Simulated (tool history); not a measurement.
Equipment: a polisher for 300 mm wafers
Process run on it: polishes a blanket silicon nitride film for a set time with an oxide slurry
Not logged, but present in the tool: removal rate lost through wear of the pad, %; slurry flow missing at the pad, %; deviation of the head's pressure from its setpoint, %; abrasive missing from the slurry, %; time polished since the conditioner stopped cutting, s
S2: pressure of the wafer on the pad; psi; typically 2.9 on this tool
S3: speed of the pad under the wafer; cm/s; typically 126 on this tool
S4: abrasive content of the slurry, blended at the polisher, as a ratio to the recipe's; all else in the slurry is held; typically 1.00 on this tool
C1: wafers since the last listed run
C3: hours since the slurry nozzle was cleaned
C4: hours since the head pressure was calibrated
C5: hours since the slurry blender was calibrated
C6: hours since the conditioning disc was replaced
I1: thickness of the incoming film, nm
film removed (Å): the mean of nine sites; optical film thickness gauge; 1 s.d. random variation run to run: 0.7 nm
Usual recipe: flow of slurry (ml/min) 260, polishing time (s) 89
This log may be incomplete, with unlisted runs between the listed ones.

Run 1, hour 0.0: usual settings; C1 0; wafers polished on this pad 693; C3 95.6; C4 343.4; C5 236.1; C6 16.4; I1 415.9. Result: film removed (Å) 527.
At hour 23.2: slurry blender recalibrated.
Run 2, hour 34.6: usual settings; C1 203; wafers polished on this pad 897; C3 130.2; C4 378.0; C5 11.4; C6 51.0; I1 403.4. Result: film removed (Å) 546.
Run 3, hour 66.4: usual settings but polishing time (s) 75; C1 198; wafers polished on this pad 1095; C3 162.0; C4 409.8; C5 43.2; C6 82.8; I1 412.1. Result: film removed (Å) 451.
At hour 80.5: worn pad replaced by a new one.
Run 4, hour 81.0: usual settings but polishing time (s) 75; C1 66; wafers polished on this pad 2; C3 176.6; C4 424.4; C5 57.8; C6 97.4; I1 409.9. Result: film removed (Å) 457.
Run 5, hour 115.9: usual settings but S3 160 cm/s; C1 217; wafers polished on this pad 220; C3 211.5; C4 459.3; C5 92.7; C6 132.3; I1 404.5. Result: film removed (Å) 630.
At hour 141.1: slurry nozzle cleaned.
Run 6, hour 141.6: usual settings but S3 160 cm/s; C1 154; wafers polished on this pad 375; C3 0.5; C4 485.0; C5 118.4; C6 158.0; I1 417.9. Result: film removed (Å) 633.
At hour 152.4: head pressure recalibrated.
Run 7, hour 164.5: usual settings; C1 130; wafers polished on this pad 505; C3 23.4; C4 12.1; C5 141.3; C6 180.9; I1 417.0. Result: film removed (Å) 541.
At hour 182.1: conditioning disc replaced and pad reconditioned.
Run 8, hour 193.6: usual settings; C1 169; wafers polished on this pad 675; C3 52.5; C4 41.2; C5 170.4; C6 11.5; I1 412.6. Result: film removed (Å) 549.
Run 9, hour 214.1: usual settings but S3 110 cm/s, polishing time (s) 106; C1 128; wafers polished on this pad 803; C3 73.0; C4 61.7; C5 190.9; C6 32.0; I1 405.5. Result: film removed (Å) 590.
Run 10, hour 231.1: usual settings; C1 106; wafers polished on this pad 909; C3 90.0; C4 78.7; C5 207.9; C6 49.0; I1 411.9. Result: film removed (Å) 543.
At hour 242.4: slurry blender recalibrated.
Run 11, hour 259.1: usual settings but flow of slurry (ml/min) 325, S4 0.85, polishing time (s) 108; C1 162; wafers polished on this pad 1071; C3 118.0; C4 106.7; C5 16.7; C6 77.0; I1 412.5. Result: film removed (Å) 632.
At hour 289.3: worn pad replaced by a new one.
Run 12, hour 320.0: usual settings; C1 355; wafers polished on this pad 191; C3 178.9; C4 167.6; C5 77.6; C6 137.9; I1 408.4. Result: film removed (Å) 543.
Run 13, hour 345.4: usual settings; C1 158; wafers polished on this pad 350; C3 204.3; C4 193.0; C5 103.0; C6 163.3; I1 406.7. Result: film removed (Å) 544.
Run 14, hour 376.5: usual settings but S4 0.90; C1 194; wafers polished on this pad 544; C3 235.4; C4 224.1; C5 134.1; C6 194.4; I1 416.1. Result: film removed (Å) 512.
Run 15, hour 396.8: usual settings but flow of slurry (ml/min) 195, S2 3.5 psi, polishing time (s) 106; C1 126; wafers polished on this pad 671; C3 255.7; C4 244.4; C5 154.4; C6 214.7; I1 410.7. Result: film removed (Å) 749.
At hour 412.4: conditioning disc replaced and pad reconditioned.
At hour 413.8: slurry nozzle cleaned.
Run 16, hour 432.3: usual settings but S2 2.5 psi, S4 0.90; C1 202; wafers polished on this pad 874; C3 18.5; C4 279.9; C5 189.9; C6 19.9; I1 411.9. Result: film removed (Å) 447.
Run 17, hour 466.8: usual settings but flow of slurry (ml/min) 315; C1 215; wafers polished on this pad 1089; C3 53.0; C4 314.4; C5 224.4; C6 54.4; I1 415.2. Result: film removed (Å) 552.
At hour 494.0: worn pad replaced by a new one.
At hour 500.1: slurry blender recalibrated.
Run 18, hour 540.6: usual settings but flow of slurry (ml/min) 185, polishing time (s) 66; C1 423; wafers polished on this pad 278; C3 126.8; C4 388.2; C5 40.5; C6 128.2; I1 406.1. Result: film removed (Å) 379.
Run 19, hour 573.9: usual settings but S3 164 cm/s; C1 207; wafers polished on this pad 486; C3 160.1; C4 421.5; C5 73.8; C6 161.5; I1 406.0. Result: film removed (Å) 662.
Run 20, hour 590.2: usual settings but flow of slurry (ml/min) 175, polishing time (s) 77; C1 101; wafers polished on this pad 588; C3 176.4; C4 437.8; C5 90.1; C6 177.8; I1 407.9. Result: film removed (Å) 436.
Run 21, hour 623.3: usual settings; C1 206; wafers polished on this pad 795; C3 209.5; C4 470.9; C5 123.2; C6 210.9; I1 407.0. Result: film removed (Å) 547.
Run 22, hour 655.7: usual settings but flow of slurry (ml/min) 195, S2 3.5 psi, polishing time (s) 106; C1 202; wafers polished on this pad 997; C3 241.9; C4 503.3; C5 155.6; C6 243.3; I1 408.1. Result: film removed (Å) 749.
At hour 658.6: conditioning disc replaced and pad reconditioned.
At hour 677.5: head pressure recalibrated.
At hour 682.6: slurry nozzle cleaned.
Run 23, hour 687.0: usual settings but flow of slurry (ml/min) 235, S2 3.2 psi, S4 1.15; C1 164; wafers polished on this pad 1161; C3 4.4; C4 9.5; C5 186.9; C6 28.4; I1 409.8. Result: film removed (Å) 626.
Run 24, hour 709.1: usual settings but polishing time (s) 62; C1 138; wafers polished on this pad 1299; C3 26.5; C4 31.6; C5 209.0; C6 50.5; I1 403.9. Result: film removed (Å) 381.
At hour 715.8: slurry blender recalibrated.
At hour 720.1: worn pad replaced by a new one.
Run 25, hour 755.5: usual settings but S3 158 cm/s; C1 252; wafers polished on this pad 220; C3 72.9; C4 78.0; C5 39.7; C6 96.9; I1 408.4. Result: film removed (Å) 624.

4 options for the next run, each taken on its own from the tool as it stands now. Forecast them:
Run A, hour 755.9: usual settings; C1 2; wafers polished on this pad 223; C3 73.3; C4 78.4; C5 40.1; C6 97.3; I1 412.5. Result: film removed (Å) ?.
Run B, hour 755.9: usual settings but flow of slurry (ml/min) 195, S2 3.8 psi; C1 2; wafers polished on this pad 223; C3 73.3; C4 78.4; C5 40.1; C6 97.3; I1 412.5. Result: film removed (Å) ?.
Run C, hour 755.9: usual settings but flow of slurry (ml/min) 180, S2 2.4 psi, S3 106 cm/s, polishing time (s) 100; C1 2; wafers polished on this pad 223; C3 73.3; C4 78.4; C5 40.1; C6 97.3; I1 412.5. Result: film removed (Å) ?.
Run D, hour 755.9: usual settings but S2 3.2 psi, S3 166 cm/s, S4 1.10; C1 2; wafers polished on this pad 223; C3 73.3; C4 78.4; C5 40.1; C6 97.3; I1 412.5. Result: film removed (Å) ?.

run  film removed (Å)
  A               540
  B               681
  C               425
  D               746
With no hidden state in the tool, these same runs would have given:
run  film removed (Å)
  A               540
  B               681
  C               425
  D               746

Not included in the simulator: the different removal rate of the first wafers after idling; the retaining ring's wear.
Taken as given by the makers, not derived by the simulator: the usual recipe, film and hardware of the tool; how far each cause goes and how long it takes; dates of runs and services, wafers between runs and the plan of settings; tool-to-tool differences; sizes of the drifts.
